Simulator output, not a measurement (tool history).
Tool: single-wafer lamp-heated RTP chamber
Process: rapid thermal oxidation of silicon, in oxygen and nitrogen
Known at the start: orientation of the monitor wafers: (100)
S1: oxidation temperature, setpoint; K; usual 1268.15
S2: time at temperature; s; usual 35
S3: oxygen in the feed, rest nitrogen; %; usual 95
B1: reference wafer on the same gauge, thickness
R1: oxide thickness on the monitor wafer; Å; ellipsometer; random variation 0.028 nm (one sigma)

| run | hour | S1 | S2 | S3 | B1 | R1 |
|---|---|---|---|---|---|---|
| 1 | 0.0 | 1268.15 | 35 | 95 | 3.883 | 49.48 |
| 2 | 27.3 | 1268.15 | 35 | 95 | 3.894 | 48.80 |
| 3 | 39.9 | 1268.15 | 35 | 95 | 3.890 | 48.99 |
| 4 | 71.9 | 1268.15 | 35 | 73 | 3.892 | 45.34 |
| 5 | 103.7 | 1268.15 | 35 | 73 | 3.885 | 45.54 |
| 6 | 131.8 | 1268.15 | 35 | 73 | 3.889 | 46.01 |
| 7 | 149.4 | 1268.15 | 35 | 95 | 3.888 | 49.35 |
| 8 | 180.9 | 1268.15 | 35 | 95 | 3.886 | 49.80 |
|  | 188.7 | gauge calibrated |
|  | 189.4 | oxygen flow controller replaced |
| 9 | 201.3 | 1254.15 | 47 | 84 | 3.886 | 48.67 |
|  | 210.3 | pyrometer window cleaned and pyrometer calibrated |
| 10 | 213.8 | 1296.15 | 26 | 81 | 3.886 | 47.53 |
| 11 | 231.0 | 1268.15 | 35 | 95 | 3.887 | 46.76 |
| 12 | 263.3 | 1268.15 | 35 | 95 | 3.889 | 47.15 |
| 13 | 278.1 | 1296.15 | 23 | 95 | 3.887 | 48.41 |
| 14 | 291.2 | 1289.15 | 26 | 67 | 3.888 | 43.52 |
| 15 | 317.7 | 1268.15 | 35 | 98 | 3.890 | 48.53 |
| 16 | 330.3 | 1245.15 | 20 | 80 | 3.885 | 31.41 |
| 17 | 358.3 | 1268.15 | 28 | 78 | 3.894 | 40.99 |

4 ways to go on from here, each from the tool as it stands after run 17. What would each give?
| A | 358.7 | 1268.15 | 35 | 95 | ? | ? |
| B | 358.7 | 1252.15 | 29 | 77 | ? | ? |
| C | 358.7 | 1249.15 | 35 | 75 | ? | ? |
| D | 358.7 | 1268.15 | 26 | 95 | ? | ? |

| run | B1 | R1 |
|---|---|---|
| A | 3.900 | 48.12 |
| B | 3.900 | 37.51 |
| C | 3.900 | 39.19 |
| D | 3.900 | 42.66 |
Without the tool's hidden state the same runs would have given:
| run | R1 |
|---|---|
| A | 46.18 |
| B | 36.15 |
| C | 37.73 |
| D | 41.00 |
